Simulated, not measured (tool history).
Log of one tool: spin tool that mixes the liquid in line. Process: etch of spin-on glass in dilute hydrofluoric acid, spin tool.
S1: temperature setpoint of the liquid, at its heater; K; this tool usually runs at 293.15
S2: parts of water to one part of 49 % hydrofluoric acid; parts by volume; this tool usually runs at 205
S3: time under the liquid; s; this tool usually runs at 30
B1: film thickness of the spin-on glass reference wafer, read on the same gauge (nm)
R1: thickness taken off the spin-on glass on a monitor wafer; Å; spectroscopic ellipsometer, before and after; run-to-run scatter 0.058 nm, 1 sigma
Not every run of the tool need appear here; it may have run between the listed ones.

run,day,S1,S2,S3,B1,R1
1,0,290.15,205,30,49.99,50.8
2,3.975,290.15,205,30,49.98,50.4
3,7.608,295.65,205,20,50,41.3
4,9.979,295.65,205,20,50,41.6
5,12.954,293.15,205,30,49.99,56
6,16.312,293.15,205,30,50,56.6
7,18.108,293.15,205,30,50.02,56.5
8,20.312,293.15,205,30,49.99,56.3
9,22.225,293.15,205,30,50,57.2
10,25.742,293.15,205,30,49.99,57.4
11,27.488,296.15,205,30,49.98,62.7
12,29.646,296.15,205,30,50,63
13,31.917,291.65,275,15,50,18.3
# day 33.292: gauge calibrated
14,34.721,297.65,130,15,49.99,55.5
# day 36.192: hydrofluoric acid flow meter replaced
15,37.525,293.15,205,30,50.01,58.5
16,40.608,293.15,205,40,50.02,78.8
17,44.404,297.65,130,30,50,118.8
# day 45.304: thermometer replaced
18,48.871,290.15,205,40,50.02,67.5
19,52.679,293.15,120,25,50.01,88.8
20,56.775,295.15,175,15,49.98,37.1
21,58.612,293.15,205,30,50,57.3
22,61.425,296.15,285,15,50,21.2
23,63,293.15,205,30,50,57.3
24,73.971,294.65,255,35,50.01,52.9
25,75.65,296.15,205,45,50,92.5

Here are 5 independent what-if runs from the current tool condition. What would each one return?
A,75.667,297.65,205,30,?,?
B,75.667,295.65,160,15,?,?
C,75.667,294.65,205,20,?,?
D,75.667,293.15,205,25,?,?
E,75.667,291.15,245,35,?,?

run,B1,R1
A,50.01,65.8
B,50.01,41.1
C,50.01,39.2
D,50.01,46.3
E,50.01,48.4
With the hidden condition removed and each run's random variation left untouched, the same runs would have given:
run,R1
A,68.9
B,43
C,41.1
D,48.5
E,50.7
